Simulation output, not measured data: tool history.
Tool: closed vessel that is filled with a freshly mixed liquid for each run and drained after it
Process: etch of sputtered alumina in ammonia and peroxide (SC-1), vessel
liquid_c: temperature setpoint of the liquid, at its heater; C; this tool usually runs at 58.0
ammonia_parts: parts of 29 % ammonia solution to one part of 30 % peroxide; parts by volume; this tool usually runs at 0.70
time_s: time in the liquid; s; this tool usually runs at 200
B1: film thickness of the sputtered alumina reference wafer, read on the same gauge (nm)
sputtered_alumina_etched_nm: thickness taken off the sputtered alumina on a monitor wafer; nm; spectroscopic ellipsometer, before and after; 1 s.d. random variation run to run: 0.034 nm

{"run": 1, "hour": 0.0, "liquid_c": 58.0, "ammonia_parts": 0.7, "time_s": 255, "B1": 79.98, "sputtered_alumina_etched_nm": 11.62}
{"run": 2, "hour": 33.2, "liquid_c": 58.0, "ammonia_parts": 0.7, "time_s": 255, "B1": 80.03, "sputtered_alumina_etched_nm": 11.7}
{"run": 3, "hour": 56.9, "liquid_c": 58.0, "ammonia_parts": 0.7, "time_s": 110, "B1": 80.08, "sputtered_alumina_etched_nm": 4.99}
{"run": 4, "hour": 89.0, "liquid_c": 58.0, "ammonia_parts": 0.7, "time_s": 110, "B1": 80.18, "sputtered_alumina_etched_nm": 5.03}
{"run": 5, "hour": 114.6, "liquid_c": 58.0, "ammonia_parts": 0.7, "time_s": 200, "B1": 80.29, "sputtered_alumina_etched_nm": 9.11}
{"run": 6, "hour": 154.8, "liquid_c": 61.5, "ammonia_parts": 0.7, "time_s": 200, "B1": 80.46, "sputtered_alumina_etched_nm": 10.88}
{"run": 7, "hour": 189.2, "liquid_c": 61.5, "ammonia_parts": 0.7, "time_s": 200, "B1": 80.64, "sputtered_alumina_etched_nm": 11.03}
{"run": 8, "hour": 208.0, "liquid_c": 58.0, "ammonia_parts": 0.7, "time_s": 200, "B1": 79.97, "sputtered_alumina_etched_nm": 9.04}
{"run": 9, "hour": 229.3, "liquid_c": 58.0, "ammonia_parts": 0.7, "time_s": 200, "B1": 79.97, "sputtered_alumina_etched_nm": 9.06}
{"run": 10, "hour": 254.1, "liquid_c": 58.0, "ammonia_parts": 0.7, "time_s": 200, "B1": 80.0, "sputtered_alumina_etched_nm": 9.11}
{"run": 11, "hour": 282.8, "liquid_c": 62.0, "ammonia_parts": 0.7, "time_s": 200, "B1": 80.02, "sputtered_alumina_etched_nm": 11.14}
{"run": 12, "hour": 300.8, "liquid_c": 64.5, "ammonia_parts": 0.7, "time_s": 90, "B1": 80.04, "sputtered_alumina_etched_nm": 5.71}
{"run": 13, "hour": 324.4, "liquid_c": 61.5, "ammonia_parts": 0.7, "time_s": 200, "B1": 80.11, "sputtered_alumina_etched_nm": 10.96}
{"run": 14, "hour": 345.6, "liquid_c": 58.0, "ammonia_parts": 0.7, "time_s": 200, "B1": 80.16, "sputtered_alumina_etched_nm": 9.05}
{"run": 15, "hour": 365.9, "liquid_c": 54.0, "ammonia_parts": 0.7, "time_s": 200, "B1": 80.26, "sputtered_alumina_etched_nm": 7.4}
{"run": 16, "hour": 388.7, "liquid_c": 58.0, "ammonia_parts": 0.9, "time_s": 120, "B1": 80.32, "sputtered_alumina_etched_nm": 5.6}
{"run": 17, "hour": 402.8, "liquid_c": 61.5, "ammonia_parts": 0.7, "time_s": 200, "B1": 80.37, "sputtered_alumina_etched_nm": 10.84}
{"run": 18, "hour": 434.7, "liquid_c": 66.5, "ammonia_parts": 0.55, "time_s": 305, "B1": 80.51, "sputtered_alumina_etched_nm": 21.09}
{"run": 19, "hour": 461.1, "liquid_c": 63.5, "ammonia_parts": 0.7, "time_s": 200, "B1": 80.63, "sputtered_alumina_etched_nm": 12.1}
{"run": 20, "hour": 495.1, "liquid_c": 58.0, "ammonia_parts": 0.7, "time_s": 290, "B1": 80.81, "sputtered_alumina_etched_nm": 13.34}
{"run": 21, "hour": 520.3, "liquid_c": 67.5, "ammonia_parts": 0.9, "time_s": 250, "B1": 80.94, "sputtered_alumina_etched_nm": 19.1}
{"run": 22, "hour": 552.3, "liquid_c": 58.0, "ammonia_parts": 0.7, "time_s": 80, "B1": 81.18, "sputtered_alumina_etched_nm": 3.68}
{"run": 23, "hour": 571.3, "liquid_c": 58.0, "ammonia_parts": 0.45, "time_s": 200, "B1": 80.06, "sputtered_alumina_etched_nm": 8.75}

Removed from this log: 5 entries logged between the listed runs. Between which two listed runs does each belong, and how does the tool's hidden state at the listed run before it compare with that at the listed run after it?
Runs 7 to 8: gauge calibrated (hour 201.8)
  gauge reads high (%): 0.816 -> -0.0576
  measured value less the no-hidden-state value, sputtered_alumina_etched_nm: +0.09 -> -0.01 nm
Runs 12 to 13: thermometer replaced (hour 310.9)
  gauge reads high (%): 0.0625 -> 0.127
  measured value less the no-hidden-state value, sputtered_alumina_etched_nm: +0.00 -> +0.02 nm
Runs 15 to 16: ammonia flow meter replaced (hour 380.9)
  gauge reads high (%): 0.273 -> 0.372
  measured value less the no-hidden-state value, sputtered_alumina_etched_nm: +0.02 -> +0.02 nm
Runs 17 to 18: new drum of ammonia solution connected (hour 432.1)
  gauge reads high (%): 0.439 -> 0.609
  measured value less the no-hidden-state value, sputtered_alumina_etched_nm: +0.04 -> +0.13 nm
Runs 22 to 23: gauge calibrated (hour 558.9)
  gauge reads high (%): 1.45 -> 0.0703
  measured value less the no-hidden-state value, sputtered_alumina_etched_nm: +0.05 -> +0.01 nm

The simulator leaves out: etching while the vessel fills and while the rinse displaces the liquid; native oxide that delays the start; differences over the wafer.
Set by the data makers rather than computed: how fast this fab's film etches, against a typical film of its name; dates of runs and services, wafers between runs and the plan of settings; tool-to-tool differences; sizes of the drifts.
